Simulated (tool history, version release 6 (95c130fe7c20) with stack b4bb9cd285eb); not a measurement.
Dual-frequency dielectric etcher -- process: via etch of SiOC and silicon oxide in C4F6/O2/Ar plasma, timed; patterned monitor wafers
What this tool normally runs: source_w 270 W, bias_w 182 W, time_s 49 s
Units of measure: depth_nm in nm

| run | hour | source_w | bias_w | time_s | wafers since the last listed run | hours since the last wet clean | hours since the last source power generator calibration | hours since the last bias power generator calibration | hours since the last upper electrode change | hours since the gauge calibration | read-back reference wafer on the same gauge, depth_nm | depth_nm |
|---|---|---|---|---|---|---|---|---|---|---|---|---|
| 1 | 0 | 270 | 182 | 60 | 0 | 82.9 | 1182.2 | 2786.9 | 5089.4 | 82.6 | 44.51 | 55.25 |
| 2 | 35.2 | 270 | 182 | 49 | 500 | 118.1 | 1217.4 | 2822.1 | 5124.6 | 117.8 | 44.47 | 45.55 |
| 3 | 56.3 | 270 | 182 | 49 | 299 | 139.2 | 1238.5 | 2843.2 | 5145.7 | 138.9 | 44.37 | 45.55 |
| 4 | 130.6 | 270 | 182 | 49 | 1056 | 213.5 | 1312.8 | 2917.5 | 5220 | 213.2 | 44.57 | 45.54 |
| 5 | 156.9 | 270 | 182 | 49 | 373 | 239.8 | 1339.1 | 2943.8 | 5246.3 | 239.5 | 44.37 | 45.64 |
| 6 | 177.9 | 270 | 182 | 49 | 298 | 260.8 | 1360.1 | 2964.8 | 5267.3 | 260.5 | 44.48 | 46.3 |
| 7 | 197 | 270 | 182 | 49 | 271 | 279.9 | 1379.2 | 2983.9 | 5286.4 | 279.6 | 44.42 | 46 |
| 8 | 217.7 | 270 | 182 | 49 | 294 | 300.6 | 1399.9 | 3004.6 | 5307.1 | 300.3 | 44.44 | 46.02 |
| 9 | 236.6 | 230 | 182 | 49 | 268 | 319.5 | 1418.8 | 3023.5 | 5326 | 319.2 | 44.5 | 43.11 |
| 10 | 259.5 | 230 | 182 | 49 | 325 | 342.4 | 1441.7 | 3046.4 | 5348.9 | 342.1 | 44.41 | 43.64 |
| 11 | 274.9 | 290 | 182 | 49 | 218 | 357.8 | 1457.1 | 3061.8 | 5364.3 | 357.5 | 44.46 | 47.48 |
| 12 | 287.4 | 270 | 182 | 42.5 | 177 | 370.3 | 1469.6 | 3074.3 | 5376.8 | 370 | 44.4 | 40.21 |
|  | 302.2 | gauge calibrated |
| 13 | 305.7 | 270 | 182 | 42.5 | 260 | 388.6 | 1487.9 | 3092.6 | 5395.1 | 3.5 | 44.49 | 40.31 |
|  | 335 | wet clean of the chamber |
|  | 349.5 | upper electrode replaced, of another model than before |
| 14 | 350 | 270 | 199 | 49 | 81 | 15 | 1532.2 | 3136.9 | 0.5 | 47.8 | 44.5 | 45.99 |
| 15 | 350.5 | 250 | 197 | 49 | 7 | 15.5 | 1532.7 | 3137.4 | 1 | 48.3 | 44.51 | 43.85 |
| 16 | 365.8 | 270 | 182 | 49 | 217 | 30.8 | 1548 | 3152.7 | 16.3 | 63.6 | 44.58 | 44.78 |
| 17 | 388.9 | 220 | 154 | 37 | 328 | 53.9 | 1571.1 | 3175.8 | 39.4 | 86.7 | 44.51 | 27.59 |
| 18 | 418.7 | 270 | 182 | 49 | 423 | 83.7 | 1600.9 | 3205.6 | 69.2 | 116.5 | 44.44 | 45.34 |
|  | 426.6 | bias power generator calibrated |
| 19 | 432.1 | 270 | 225 | 37 | 133 | 97.1 | 1614.3 | 5.5 | 82.6 | 129.9 | 44.42 | 36.53 |
| 20 | 455.2 | 230 | 182 | 49 | 328 | 120.2 | 1637.4 | 28.6 | 105.7 | 153 | 44.5 | 40.58 |
|  | 478.1 | source power generator calibrated |
| 21 | 482.9 | 270 | 182 | 49 | 336 | 147.9 | 4.8 | 56.3 | 133.4 | 180.7 | 44.53 | 45.15 |
| 22 | 502.7 | 270 | 150 | 49 | 281 | 167.7 | 24.6 | 76.1 | 153.2 | 200.5 | 44.61 | 42.6 |
| 23 | 527.9 | 330 | 182 | 49 | 358 | 192.9 | 49.8 | 101.3 | 178.4 | 225.7 | 44.5 | 51 |
| 24 | 546.4 | 270 | 182 | 39 | 262 | 211.4 | 68.3 | 119.8 | 196.9 | 244.2 | 44.54 | 36.12 |
| 25 | 578.2 | 320 | 182 | 40 | 452 | 243.2 | 100.1 | 151.6 | 228.7 | 276 | 44.37 | 41.23 |
| 26 | 609.5 | 270 | 170 | 49 | 444 | 274.5 | 131.4 | 182.9 | 260 | 307.3 | 44.5 | 44.89 |
|  | 610.5 | gauge calibrated |
| 27 | 633.6 | 270 | 182 | 49 | 342 | 298.6 | 155.5 | 207 | 284.1 | 23.1 | 44.55 | 46.14 |

Consider 4 possible next runs. They are alternatives, not a sequence: every one starts from the tool as it was left by run 27. What does each give?
| A | 634 | 270 | 212 | 49 | 5 | 299 | 155.9 | 207.4 | 284.5 | 23.5 | ? | ? |
| B | 634 | 330 | 182 | 36.5 | 5 | 299 | 155.9 | 207.4 | 284.5 | 23.5 | ? | ? |
| C | 634 | 250 | 182 | 57.5 | 5 | 299 | 155.9 | 207.4 | 284.5 | 23.5 | ? | ? |
| D | 634 | 320 | 195 | 45 | 5 | 299 | 155.9 | 207.4 | 284.5 | 23.5 | ? | ? |

| run | read-back reference wafer on the same gauge, depth_nm | depth_nm |
|---|---|---|
| A | 44.39 | 48.67 |
| B | 44.39 | 38.78 |
| C | 44.39 | 51.51 |
| D | 44.39 | 48.09 |
Stripped of hidden state, with their random variation kept, the same runs would have yielded:
| run | depth_nm |
|---|---|
| A | 47.62 |
| B | 37.95 |
| C | 50.4 |
| D | 47.05 |
